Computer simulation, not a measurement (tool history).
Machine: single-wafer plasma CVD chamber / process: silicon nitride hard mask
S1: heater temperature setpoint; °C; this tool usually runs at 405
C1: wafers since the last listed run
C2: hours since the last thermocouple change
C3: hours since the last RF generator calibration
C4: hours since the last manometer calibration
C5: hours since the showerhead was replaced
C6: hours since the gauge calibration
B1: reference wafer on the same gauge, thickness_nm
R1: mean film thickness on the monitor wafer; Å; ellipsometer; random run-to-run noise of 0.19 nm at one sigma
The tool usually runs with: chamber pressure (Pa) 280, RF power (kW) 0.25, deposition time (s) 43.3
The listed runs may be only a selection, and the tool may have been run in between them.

run 1 hour=0 | S1=405 chamber_pressure_(Pa)=304 RF_power_(kW)=0.25 deposition_time_(s)=43.3 | C1=0 C2=2316.2 C3=720.5 C4=675.8 C5=4628.4 C6=64.2 | B1=56.76 | R1=515.68
run 2 hour=10 | S1=405 chamber_pressure_(Pa)=331 RF_power_(kW)=0.25 deposition_time_(s)=43.3 | C1=195 C2=2326.2 C3=730.5 C4=685.8 C5=4638.4 C6=74.2 | B1=56.831 | R1=531.13
run 3 hour=19.6 | S1=393 chamber_pressure_(Pa)=280 RF_power_(kW)=0.25 deposition_time_(s)=41.4 | C1=187 C2=2335.8 C3=740.1 C4=695.4 C5=4648 C6=83.8 | B1=56.736 | R1=483.4
run 4 hour=30.2 | S1=393 chamber_pressure_(Pa)=280 RF_power_(kW)=0.25 deposition_time_(s)=41.4 | C1=207 C2=2346.4 C3=750.7 C4=706 C5=4658.6 C6=94.4 | B1=56.657 | R1=482.81
run 5 hour=47.7 | S1=405 chamber_pressure_(Pa)=280 RF_power_(kW)=0.25 deposition_time_(s)=38.6 | C1=342 C2=2363.9 C3=768.2 C4=723.5 C5=4676.1 C6=111.9 | B1=56.755 | R1=445.34
run 6 hour=54 | S1=405 chamber_pressure_(Pa)=280 RF_power_(kW)=0.25 deposition_time_(s)=38.6 | C1=123 C2=2370.2 C3=774.5 C4=729.8 C5=4682.4 C6=118.2 | B1=56.777 | R1=445.79
run 7 hour=70.3 | S1=405 chamber_pressure_(Pa)=280 RF_power_(kW)=0.25 deposition_time_(s)=38.6 | C1=318 C2=2386.5 C3=790.8 C4=746.1 C5=4698.7 C6=134.5 | B1=56.907 | R1=448.19
run 8 hour=87 | S1=405 chamber_pressure_(Pa)=280 RF_power_(kW)=0.25 deposition_time_(s)=43.3 | C1=326 C2=2403.2 C3=807.5 C4=762.8 C5=4715.4 C6=151.2 | B1=56.938 | R1=499.64
run 9 hour=93 | S1=405 chamber_pressure_(Pa)=280 RF_power_(kW)=0.25 deposition_time_(s)=43.3 | C1=117 C2=2409.2 C3=813.5 C4=768.8 C5=4721.4 C6=157.2 | B1=56.884 | R1=498.79
-- hour=110.2 showerhead replaced
-- hour=115.7 RF generator calibrated
run 10 hour=116.2 | S1=405 chamber_pressure_(Pa)=280 RF_power_(kW)=0.25 deposition_time_(s)=47.5 | C1=188 C2=2432.4 C3=0.5 C4=792 C5=6 C6=180.4 | B1=56.758 | R1=553.55
run 11 hour=116.5 | S1=405 chamber_pressure_(Pa)=280 RF_power_(kW)=0.25 deposition_time_(s)=47.5 | C1=5 C2=2432.7 C3=0.8 C4=792.3 C5=6.3 C6=180.7 | B1=56.796 | R1=550.77
run 12 hour=124.2 | S1=398 chamber_pressure_(Pa)=280 RF_power_(kW)=0.205 deposition_time_(s)=51.1 | C1=150 C2=2440.4 C3=8.5 C4=800 C5=14 C6=188.4 | B1=56.81 | R1=484.3
-- hour=139.2 thermocouple changed; heater temperature recalibrated
run 13 hour=144 | S1=405 chamber_pressure_(Pa)=280 RF_power_(kW)=0.2 deposition_time_(s)=49.2 | C1=230 C2=4.8 C3=28.3 C4=819.8 C5=33.8 C6=208.2 | B1=56.78 | R1=447.64
run 14 hour=175.4 | S1=405 chamber_pressure_(Pa)=280 RF_power_(kW)=0.25 deposition_time_(s)=43.3 | C1=613 C2=36.2 C3=59.7 C4=851.2 C5=65.2 C6=239.6 | B1=56.774 | R1=500.6
run 15 hour=192.3 | S1=405 chamber_pressure_(Pa)=280 RF_power_(kW)=0.25 deposition_time_(s)=35.9 | C1=330 C2=53.1 C3=76.6 C4=868.1 C5=82.1 C6=256.5 | B1=56.769 | R1=417.37
run 16 hour=200.5 | S1=405 chamber_pressure_(Pa)=304 RF_power_(kW)=0.25 deposition_time_(s)=43.3 | C1=160 C2=61.3 C3=84.8 C4=876.3 C5=90.3 C6=264.7 | B1=56.759 | R1=514.66
run 17 hour=214.3 | S1=405 chamber_pressure_(Pa)=280 RF_power_(kW)=0.25 deposition_time_(s)=43.3 | C1=269 C2=75.1 C3=98.6 C4=890.1 C5=104.1 C6=278.5 | B1=56.736 | R1=501.72
run 18 hour=223.3 | S1=405 chamber_pressure_(Pa)=217 RF_power_(kW)=0.3 deposition_time_(s)=43.3 | C1=175 C2=84.1 C3=107.6 C4=899.1 C5=113.1 C6=287.5 | B1=56.849 | R1=530.72
run 19 hour=232.7 | S1=417 chamber_pressure_(Pa)=280 RF_power_(kW)=0.22 deposition_time_(s)=43.3 | C1=183 C2=93.5 C3=117 C4=908.5 C5=122.5 C6=296.9 | B1=56.851 | R1=437.42
run 20 hour=244.4 | S1=405 chamber_pressure_(Pa)=280 RF_power_(kW)=0.25 deposition_time_(s)=43.3 | C1=228 C2=105.2 C3=128.7 C4=920.2 C5=134.2 C6=308.6 | B1=56.74 | R1=505.24
-- hour=258.3 gauge calibrated
-- hour=260.2 capacitance manometer re-zeroed and calibrated
run 21 hour=285.3 | S1=394 chamber_pressure_(Pa)=312 RF_power_(kW)=0.275 deposition_time_(s)=37 | C1=643 C2=146.1 C3=169.6 C4=25.1 C5=175.1 C6=27 | B1=56.773 | R1=487.17
run 22 hour=337.4 | S1=419 chamber_pressure_(Pa)=280 RF_power_(kW)=0.25 deposition_time_(s)=43.3 | C1=1018 C2=198.2 C3=221.7 C4=77.2 C5=227.2 C6=79.1 | B1=56.904 | R1=497.94
run 23 hour=345.3 | S1=419 chamber_pressure_(Pa)=319 RF_power_(kW)=0.215 deposition_time_(s)=40.6 | C1=154 C2=206.1 C3=229.6 C4=85.1 C5=235.1 C6=87 | B1=56.773 | R1=417.91

3 options for the next run, each taken on its own from the tool as it stands now. Forecast them:
run A hour=345.7 | S1=405 chamber_pressure_(Pa)=280 RF_power_(kW)=0.25 deposition_time_(s)=43.3 | C1=7 C2=206.5 C3=230 C4=85.5 C5=235.5 C6=87.4 | B1=? | R1=?
run B hour=345.7 | S1=415 chamber_pressure_(Pa)=333 RF_power_(kW)=0.205 deposition_time_(s)=49.8 | C1=7 C2=206.5 C3=230 C4=85.5 C5=235.5 C6=87.4 | B1=? | R1=?
run C hour=345.7 | S1=414 chamber_pressure_(Pa)=223 RF_power_(kW)=0.275 deposition_time_(s)=48.2 | C1=7 C2=206.5 C3=230 C4=85.5 C5=235.5 C6=87.4 | B1=? | R1=?

run=A B1=56.83 R1=500.98
run=B B1=56.83 R1=493.98
run=C B1=56.83 R1=551.45
Stripped of hidden state, with their random variation kept, the same runs would have yielded:
run=A R1=500.98
run=B R1=493.98
run=C R1=551.45
